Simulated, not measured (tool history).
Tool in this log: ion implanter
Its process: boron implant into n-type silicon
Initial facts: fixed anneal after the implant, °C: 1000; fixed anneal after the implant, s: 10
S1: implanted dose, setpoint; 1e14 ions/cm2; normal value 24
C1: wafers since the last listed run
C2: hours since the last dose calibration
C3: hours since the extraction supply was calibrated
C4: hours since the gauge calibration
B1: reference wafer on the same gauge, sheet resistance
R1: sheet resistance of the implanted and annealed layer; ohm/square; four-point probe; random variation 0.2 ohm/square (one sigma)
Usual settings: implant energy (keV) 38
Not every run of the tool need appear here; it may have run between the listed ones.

Run 1, hour 0: usual settings; C1 0; C2 202.2; C3 4010.9; C4 1154.5; B1 70.31. Result: R1 62.9 ohm/square.
Run 2, hour 33: usual settings; C1 654; C2 235.2; C3 4043.9; C4 1187.5; B1 70.29. Result: R1 62.53 ohm/square.
Run 3, hour 72.2: usual settings; C1 777; C2 274.4; C3 4083.1; C4 1226.7; B1 70.3. Result: R1 62.75 ohm/square.
Run 4, hour 119.2: usual settings but implant energy (keV) 46.5; C1 932; C2 321.4; C3 4130.1; C4 1273.7; B1 70.21. Result: R1 60.83 ohm/square.
Run 5, hour 148.8: usual settings but implant energy (keV) 46.5; C1 587; C2 351; C3 4159.7; C4 1303.3; B1 70.21. Result: R1 60.4 ohm/square.
Run 6, hour 205.8: usual settings but S1 18.9 1e14 ions/cm2; C1 1130; C2 408; C3 4216.7; C4 1360.3; B1 70.23. Result: R1 72.74 ohm/square.
Run 7, hour 260.6: usual settings but S1 18.9 1e14 ions/cm2; C1 1087; C2 462.8; C3 4271.5; C4 1415.1; B1 70.15. Result: R1 72.65 ohm/square.
Run 8, hour 327.6: usual settings but S1 18.51 1e14 ions/cm2, implant energy (keV) 35; C1 1329; C2 529.8; C3 4338.5; C4 1482.1; B1 70.16. Result: R1 74.22 ohm/square.
At hour 361.3: Faraday cup replaced and dose calibrated.
Run 9, hour 370.8: usual settings but S1 18.51 1e14 ions/cm2, implant energy (keV) 35; C1 698; C2 9.5; C3 4381.7; C4 1525.3; B1 70.12. Result: R1 74.3 ohm/square.
Run 10, hour 410.5: usual settings but implant energy (keV) 27.5; C1 787; C2 49.2; C3 4421.4; C4 1565; B1 70.12. Result: R1 66.47 ohm/square.
Run 11, hour 449.3: usual settings but implant energy (keV) 27.5; C1 769; C2 88; C3 4460.2; C4 1603.8; B1 70.11. Result: R1 66.27 ohm/square.
Run 12, hour 511.2: usual settings; C1 1228; C2 149.9; C3 4522.1; C4 1665.7; B1 70.1. Result: R1 62.54 ohm/square.
Run 13, hour 551.8: usual settings; C1 805; C2 190.5; C3 4562.7; C4 1706.3; B1 70.08. Result: R1 62.76 ohm/square.
Run 14, hour 614.6: usual settings; C1 1246; C2 253.3; C3 4625.5; C4 1769.1; B1 70.07. Result: R1 62.52 ohm/square.
Run 15, hour 672.1: usual settings; C1 1140; C2 310.8; C3 4683; C4 1826.6; B1 70.05. Result: R1 62.54 ohm/square.
Run 16, hour 701.5: usual settings but implant energy (keV) 30.5; C1 583; C2 340.2; C3 4712.4; C4 1856; B1 70.04. Result: R1 64.84 ohm/square.
Run 17, hour 737.1: usual settings but implant energy (keV) 30.5; C1 706; C2 375.8; C3 4748; C4 1891.6; B1 70.03. Result: R1 64.76 ohm/square.
Run 18, hour 797.3: usual settings but S1 29.68 1e14 ions/cm2, implant energy (keV) 44; C1 1194; C2 436; C3 4808.2; C4 1951.8; B1 70.02. Result: R1 53.64 ohm/square.
At hour 815.1: Faraday cup replaced and dose calibrated.
Run 19, hour 857.4: usual settings but S1 28.47 1e14 ions/cm2, implant energy (keV) 41.5; C1 1033; C2 42.3; C3 4868.3; C4 2011.9; B1 69.97. Result: R1 55.38 ohm/square.
At hour 869.4: gauge calibrated.
Run 20, hour 885.6: usual settings but S1 20.23 1e14 ions/cm2; C1 559; C2 70.5; C3 4896.5; C4 16.2; B1 72.22. Result: R1 71.49 ohm/square.
Run 21, hour 949.1: usual settings but S1 19.4 1e14 ions/cm2, implant energy (keV) 48; C1 1259; C2 134; C3 4960; C4 79.7; B1 72.05. Result: R1 71.71 ohm/square.
At hour 974.6: extraction supply calibrated.
Run 22, hour 975.1: usual settings but S1 30.8 1e14 ions/cm2, implant energy (keV) 30.5; C1 357; C2 160; C3 0.5; C4 105.7; B1 71.94. Result: R1 59.37 ohm/square.
Run 23, hour 1017.1: usual settings but S1 21.74 1e14 ions/cm2, implant energy (keV) 45; C1 833; C2 202; C3 42.5; C4 147.7; B1 71.85. Result: R1 66.65 ohm/square.
Run 24, hour 1084.6: usual settings; C1 1339; C2 269.5; C3 110; C4 215.2; B1 71.7. Result: R1 63.56 ohm/square.
Run 25, hour 1137.8: usual settings but S1 29.52 1e14 ions/cm2, implant energy (keV) 46; C1 1055; C2 322.7; C3 163.2; C4 268.4; B1 71.5. Result: R1 54.68 ohm/square.
Run 26, hour 1176: usual settings; C1 757; C2 360.9; C3 201.4; C4 306.6; B1 71.44. Result: R1 63.64 ohm/square.
Run 27, hour 1244.2: usual settings but S1 19.16 1e14 ions/cm2; C1 1353; C2 429.1; C3 269.6; C4 374.8; B1 71.26. Result: R1 72.81 ohm/square.
At hour 1298: Faraday cup replaced and dose calibrated.
Run 28, hour 1309.9: usual settings but S1 18.47 1e14 ions/cm2, implant energy (keV) 33.5; C1 1144; C2 11.9; C3 335.3; C4 440.5; B1 71.15. Result: R1 75.96 ohm/square.
Run 29, hour 1368.2: usual settings; C1 1156; C2 70.2; C3 393.6; C4 498.8; B1 71.07. Result: R1 63.24 ohm/square.
Run 30, hour 1397.9: usual settings but S1 27.32 1e14 ions/cm2, implant energy (keV) 49.5; C1 589; C2 99.9; C3 423.3; C4 528.5; B1 70.99. Result: R1 56.25 ohm/square.
Run 31, hour 1434.2: usual settings but S1 20.51 1e14 ions/cm2; C1 720; C2 136.2; C3 459.6; C4 564.8; B1 71.01. Result: R1 69.75 ohm/square.
Run 32, hour 1645.5: usual settings but S1 28.4 1e14 ions/cm2, implant energy (keV) 33.5; C1 4192; C2 347.5; C3 670.9; C4 776.1; B1 70.68. Result: R1 58.9 ohm/square.
Run 33, hour 1697.3: usual settings but S1 20.08 1e14 ions/cm2, implant energy (keV) 44; C1 1027; C2 399.3; C3 722.7; C4 827.9; B1 70.64. Result: R1 69.15 ohm/square.
Run 34, hour 1734.6: usual settings but S1 21.13 1e14 ions/cm2; C1 740; C2 436.6; C3 760; C4 865.2; B1 70.61. Result: R1 68.1 ohm/square.
At hour 1755.5: Faraday cup replaced and dose calibrated.
Run 35, hour 1775.7: usual settings but S1 30.12 1e14 ions/cm2, implant energy (keV) 43.5; C1 656; C2 20.2; C3 801.1; C4 906.3; B1 70.57. Result: R1 54.02 ohm/square.
Run 36, hour 1806.5: usual settings but S1 17.64 1e14 ions/cm2, implant energy (keV) 45.5; C1 611; C2 51; C3 831.9; C4 937.1; B1 70.55. Result: R1 75.76 ohm/square.

Here are 5 independent what-if runs from the current tool condition. What would each one return?
Run A, hour 1806.9: usual settings but implant energy (keV) 43.5; C1 7; C2 51.4; C3 832.3; C4 937.5; B1 ?. Result: R1 ?.
Run B, hour 1806.9: usual settings but implant energy (keV) 44.5; C1 7; C2 51.4; C3 832.3; C4 937.5; B1 ?. Result: R1 ?.
Run C, hour 1806.9: usual settings but S1 28.99 1e14 ions/cm2, implant energy (keV) 49.5; C1 7; C2 51.4; C3 832.3; C4 937.5; B1 ?. Result: R1 ?.
Run D, hour 1806.9: usual settings but S1 29.08 1e14 ions/cm2, implant energy (keV) 46.5; C1 7; C2 51.4; C3 832.3; C4 937.5; B1 ?. Result: R1 ?.
Run E, hour 1806.9: usual settings but S1 25.95 1e14 ions/cm2, implant energy (keV) 48; C1 7; C2 51.4; C3 832.3; C4 937.5; B1 ?. Result: R1 ?.

run     B1     R1
  A  70.52  61.71
  B  70.52  61.53
  C  70.52  53.95
  D  70.52  54.38
  E  70.52     58
With no hidden state in the tool, these same runs would have given:
run     R1
  A  63.18
  B     63
  C  55.23
  D  55.67
  E  59.38
